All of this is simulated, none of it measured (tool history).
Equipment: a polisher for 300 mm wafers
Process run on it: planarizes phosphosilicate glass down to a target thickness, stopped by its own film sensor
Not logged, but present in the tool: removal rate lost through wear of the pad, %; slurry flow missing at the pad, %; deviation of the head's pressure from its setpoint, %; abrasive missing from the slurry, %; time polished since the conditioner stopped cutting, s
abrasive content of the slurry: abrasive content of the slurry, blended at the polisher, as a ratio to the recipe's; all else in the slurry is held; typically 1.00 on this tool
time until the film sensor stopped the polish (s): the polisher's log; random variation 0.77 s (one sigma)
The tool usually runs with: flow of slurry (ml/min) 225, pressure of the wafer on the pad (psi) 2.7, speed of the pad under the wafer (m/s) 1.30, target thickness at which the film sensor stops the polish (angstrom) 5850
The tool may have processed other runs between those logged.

| run | hour | flow of slurry (ml/min) | pressure of the wafer on the pad (psi) | speed of the pad under the wafer (m/s) | abrasive content of the slurry | target thickness at which the film sensor stops the polish (angstrom) | wafers since the last listed run | wafers polished on this pad | hours since the slurry nozzle was cleaned | hours since the head pressure was calibrated | hours since the slurry blender was calibrated | hours since the conditioning disc was replaced | incoming thickness of the incoming film, nm | time until the film sensor stopped the polish (s) |
|---|---|---|---|---|---|---|---|---|---|---|---|---|---|---|
| 1 | 0.0 | 195 | 2.7 | 1.30 | 1.00 | 5850 | 0 | 284 | 344.2 | 628.2 | 621.2 | 81.6 | 1470.0 | 90.3 |
|  | 61.6 | slurry blender recalibrated |
| 2 | 92.5 | 225 | 2.7 | 1.30 | 1.00 | 5850 | 515 | 799 | 436.7 | 720.7 | 30.9 | 174.1 | 1485.9 | 89.0 |
| 3 | 158.9 | 225 | 2.7 | 1.04 | 1.00 | 6630 | 378 | 1177 | 503.1 | 787.1 | 97.3 | 240.5 | 1461.7 | 92.9 |
| 4 | 202.0 | 225 | 2.7 | 1.04 | 1.00 | 6630 | 245 | 1423 | 546.2 | 830.2 | 140.4 | 283.6 | 1481.1 | 94.9 |
|  | 267.7 | slurry nozzle cleaned |
| 5 | 273.3 | 225 | 2.7 | 1.06 | 1.00 | 5850 | 400 | 1823 | 5.6 | 901.5 | 211.7 | 354.9 | 1477.0 | 102.3 |
| 6 | 360.4 | 225 | 2.7 | 1.06 | 1.00 | 5850 | 495 | 2319 | 92.7 | 988.6 | 298.8 | 442.0 | 1500.8 | 106.7 |
| 7 | 448.5 | 225 | 2.7 | 1.30 | 1.00 | 5850 | 501 | 2820 | 180.8 | 1076.7 | 386.9 | 530.1 | 1479.5 | 88.3 |
|  | 481.9 | worn pad replaced by a new one |
|  | 560.5 | conditioning disc replaced and pad reconditioned |
|  | 586.6 | head pressure recalibrated |
|  | 668.0 | slurry blender recalibrated |
| 8 | 713.4 | 225 | 2.7 | 1.30 | 1.00 | 5850 | 1451 | 1284 | 445.7 | 126.8 | 45.4 | 152.9 | 1486.5 | 87.5 |
| 9 | 815.2 | 145 | 2.7 | 1.30 | 1.00 | 5850 | 579 | 1863 | 547.5 | 228.6 | 147.2 | 254.7 | 1455.9 | 88.0 |
|  | 824.4 | slurry nozzle cleaned |
| 10 | 862.6 | 225 | 2.7 | 1.30 | 1.30 | 7860 | 264 | 2127 | 38.2 | 276.0 | 194.6 | 302.1 | 1471.0 | 60.8 |
| 11 | 947.6 | 225 | 2.7 | 1.30 | 1.00 | 6700 | 483 | 2611 | 123.2 | 361.0 | 279.6 | 387.1 | 1463.5 | 77.5 |
| 12 | 984.6 | 225 | 2.7 | 1.30 | 1.20 | 5850 | 210 | 2822 | 160.2 | 398.0 | 316.6 | 424.1 | 1503.3 | 84.4 |
|  | 1034.8 | worn pad replaced by a new one |
| 13 | 1083.6 | 225 | 2.7 | 1.42 | 1.00 | 5850 | 540 | 277 | 259.2 | 497.0 | 415.6 | 523.1 | 1480.5 | 83.6 |
|  | 1127.6 | conditioning disc replaced and pad reconditioned |
| 14 | 1159.8 | 225 | 2.7 | 1.30 | 1.00 | 5850 | 422 | 700 | 335.4 | 573.2 | 491.8 | 32.2 | 1468.0 | 89.1 |
|  | 1194.3 | slurry blender recalibrated |
| 15 | 1232.4 | 270 | 2.7 | 1.30 | 1.00 | 5850 | 401 | 1102 | 408.0 | 645.8 | 38.1 | 104.8 | 1453.7 | 83.4 |
| 16 | 1294.3 | 250 | 2.4 | 1.64 | 1.00 | 8800 | 352 | 1454 | 469.9 | 707.7 | 100.0 | 166.7 | 1480.9 | 53.0 |
| 17 | 1354.9 | 225 | 2.7 | 1.04 | 1.20 | 5850 | 345 | 1799 | 530.5 | 768.3 | 160.6 | 227.3 | 1444.7 | 92.1 |
| 18 | 1397.8 | 225 | 2.7 | 1.52 | 0.90 | 5850 | 244 | 2043 | 573.4 | 811.2 | 203.5 | 270.2 | 1463.8 | 80.1 |
|  | 1420.5 | slurry nozzle cleaned |
| 19 | 1486.7 | 225 | 3.3 | 0.96 | 0.85 | 5850 | 500 | 2544 | 66.2 | 900.1 | 292.4 | 359.1 | 1476.0 | 104.2 |
| 20 | 1575.3 | 250 | 2.2 | 1.44 | 1.10 | 5850 | 504 | 3048 | 154.8 | 988.7 | 381.0 | 447.7 | 1465.8 | 87.0 |
| 21 | 1623.0 | 180 | 2.7 | 1.30 | 1.15 | 5850 | 271 | 3320 | 202.5 | 1036.4 | 428.7 | 495.4 | 1472.2 | 85.5 |
| 22 | 1689.9 | 225 | 2.7 | 1.30 | 1.00 | 5850 | 380 | 3701 | 269.4 | 1103.3 | 495.6 | 562.3 | 1473.8 | 90.3 |
|  | 1714.3 | worn pad replaced by a new one |
| 23 | 1769.2 | 185 | 2.2 | 1.30 | 1.00 | 5850 | 428 | 312 | 348.7 | 1182.6 | 574.9 | 641.6 | 1465.2 | 102.3 |
|  | 1809.3 | conditioning disc replaced and pad reconditioned |
|  | 1840.8 | slurry blender recalibrated |
| 24 | 1871.5 | 195 | 2.7 | 1.44 | 1.00 | 4350 | 559 | 872 | 451.0 | 1284.9 | 30.7 | 62.2 | 1480.1 | 94.1 |
| 25 | 1913.7 | 225 | 2.7 | 1.30 | 1.00 | 7190 | 240 | 1112 | 493.2 | 1327.1 | 72.9 | 104.4 | 1486.5 | 74.5 |

Consider 4 possible next runs. They are alternatives, not a sequence: every one starts from the tool as it was left by run 25. What does each give?
| A | 1914.2 | 225 | 2.7 | 1.16 | 1.00 | 5850 | 2 | 1115 | 493.7 | 1327.6 | 73.4 | 104.9 | 1484.3 | ? |
| B | 1914.2 | 250 | 2.7 | 1.30 | 0.75 | 5850 | 2 | 1115 | 493.7 | 1327.6 | 73.4 | 104.9 | 1484.3 | ? |
| C | 1914.2 | 225 | 2.7 | 1.68 | 1.00 | 5850 | 2 | 1115 | 493.7 | 1327.6 | 73.4 | 104.9 | 1484.3 | ? |
| D | 1914.2 | 225 | 2.7 | 1.30 | 1.30 | 5850 | 2 | 1115 | 493.7 | 1327.6 | 73.4 | 104.9 | 1484.3 | ? |

| run | time until the film sensor stopped the polish (s) |
|---|---|
| A | 98.1 |
| B | 101.3 |
| C | 73.5 |
| D | 80.9 |
Without the tool's unlogged condition, the same runs would have read:
| run | time until the film sensor stopped the polish (s) |
|---|---|
| A | 97.6 |
| B | 100.6 |
| C | 73.1 |
| D | 80.5 |

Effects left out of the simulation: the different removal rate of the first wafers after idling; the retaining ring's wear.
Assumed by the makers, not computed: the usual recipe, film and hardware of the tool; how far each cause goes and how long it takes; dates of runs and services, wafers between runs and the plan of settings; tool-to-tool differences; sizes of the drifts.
